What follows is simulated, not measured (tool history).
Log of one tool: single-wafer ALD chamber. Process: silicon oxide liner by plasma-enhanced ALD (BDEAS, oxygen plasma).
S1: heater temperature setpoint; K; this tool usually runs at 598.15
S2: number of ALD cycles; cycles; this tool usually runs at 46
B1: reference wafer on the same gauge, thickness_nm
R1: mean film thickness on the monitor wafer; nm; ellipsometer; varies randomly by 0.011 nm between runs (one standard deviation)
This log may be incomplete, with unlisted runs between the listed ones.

Run 1, hour 0.0: usual settings but S2 40 cycles; B1 3.563. Result: R1 3.715 nm.
Run 2, hour 90.7: usual settings but S2 40 cycles; B1 3.562. Result: R1 3.709 nm.
Run 3, hour 139.0: usual settings; B1 3.557. Result: R1 4.288 nm.
Run 4, hour 208.9: usual settings but S2 53 cycles; B1 3.558. Result: R1 4.920 nm.
Run 5, hour 309.0: usual settings but S1 594.15 K; B1 3.564. Result: R1 4.298 nm.
Run 6, hour 403.3: usual settings but S1 594.15 K; B1 3.558. Result: R1 4.313 nm.
Run 7, hour 490.3: usual settings but S1 587.15 K; B1 3.557. Result: R1 4.364 nm.
Run 8, hour 558.0: usual settings but S1 587.15 K; B1 3.556. Result: R1 4.362 nm.
Run 9, hour 625.5: usual settings but S1 587.15 K; B1 3.560. Result: R1 4.353 nm.
At hour 708.1: thermocouple changed; heater temperature recalibrated.
Run 10, hour 758.7: usual settings; B1 3.560. Result: R1 4.303 nm.
Run 11, hour 816.8: usual settings; B1 3.566. Result: R1 4.319 nm.
Run 12, hour 896.9: usual settings; B1 3.559. Result: R1 4.309 nm.
Run 13, hour 942.9: usual settings; B1 3.563. Result: R1 4.316 nm.
Run 14, hour 1126.0: usual settings; B1 3.561. Result: R1 4.314 nm.
Run 15, hour 1179.9: usual settings; B1 3.561. Result: R1 4.338 nm.
At hour 1192.2: thermocouple changed; heater temperature recalibrated, repeated, since the last time left the tool worse.
Run 16, hour 1279.4: usual settings but S2 41 cycles; B1 3.562. Result: R1 3.795 nm.
At hour 1290.2: gauge calibrated.
Run 17, hour 1361.6: usual settings but S1 590.15 K, S2 55 cycles; B1 3.564. Result: R1 5.187 nm.
Run 18, hour 1442.4: usual settings but S1 592.15 K, S2 53 cycles; B1 3.562. Result: R1 4.971 nm.
Run 19, hour 1527.1: usual settings but S1 590.15 K, S2 37 cycles; B1 3.565. Result: R1 3.496 nm.
Run 20, hour 1624.8: usual settings but S1 612.15 K, S2 54 cycles; B1 3.558. Result: R1 4.907 nm.
Run 21, hour 1705.4: usual settings but S1 604.15 K, S2 51 cycles; B1 3.557. Result: R1 4.723 nm.
Run 22, hour 1755.4: usual settings but S1 605.15 K, S2 41 cycles; B1 3.559. Result: R1 3.772 nm.
Run 23, hour 1831.1: usual settings; B1 3.555. Result: R1 4.285 nm.
Run 24, hour 1885.4: usual settings but S1 591.15 K, S2 42 cycles; B1 3.554. Result: R1 3.958 nm.
Run 25, hour 1952.5: usual settings; B1 3.556. Result: R1 4.295 nm.
Run 26, hour 2035.3: usual settings but S1 607.15 K, S2 51 cycles; B1 3.560. Result: R1 4.705 nm.
Run 27, hour 2130.4: usual settings but S1 608.15 K, S2 52 cycles; B1 3.559. Result: R1 4.779 nm.
At hour 2142.2: thermocouple changed; heater temperature recalibrated.
Run 28, hour 2186.2: usual settings but S2 44 cycles; B1 3.558. Result: R1 4.088 nm.
Run 29, hour 2290.4: usual settings but S1 604.15 K, S2 51 cycles; B1 3.562. Result: R1 4.674 nm.
Run 30, hour 2340.6: usual settings; B1 3.566. Result: R1 4.266 nm.
Run 31, hour 2377.4: usual settings but S1 603.15 K; B1 3.563. Result: R1 4.238 nm.
Run 32, hour 2432.3: usual settings but S1 591.15 K, S2 38 cycles; B1 3.559. Result: R1 3.562 nm.
Run 33, hour 2482.9: usual settings but S1 609.15 K, S2 43 cycles; B1 3.561. Result: R1 3.925 nm.

Forecast each of these 3 alternatives for the next run:
Run A, hour 2483.4: usual settings; B1 ?. Result: R1 ?.
Run B, hour 2483.4: usual settings but S1 609.15 K, S2 40 cycles; B1 ?. Result: R1 ?.
Run C, hour 2483.4: usual settings but S2 39 cycles; B1 ?. Result: R1 ?.

run     B1     R1
  A  3.557  4.287
  B  3.557  3.661
  C  3.557  3.635
Stripped of hidden state, with their random variation kept, the same runs would have yielded:
run     R1
  A  4.275
  B  3.650
  C  3.625
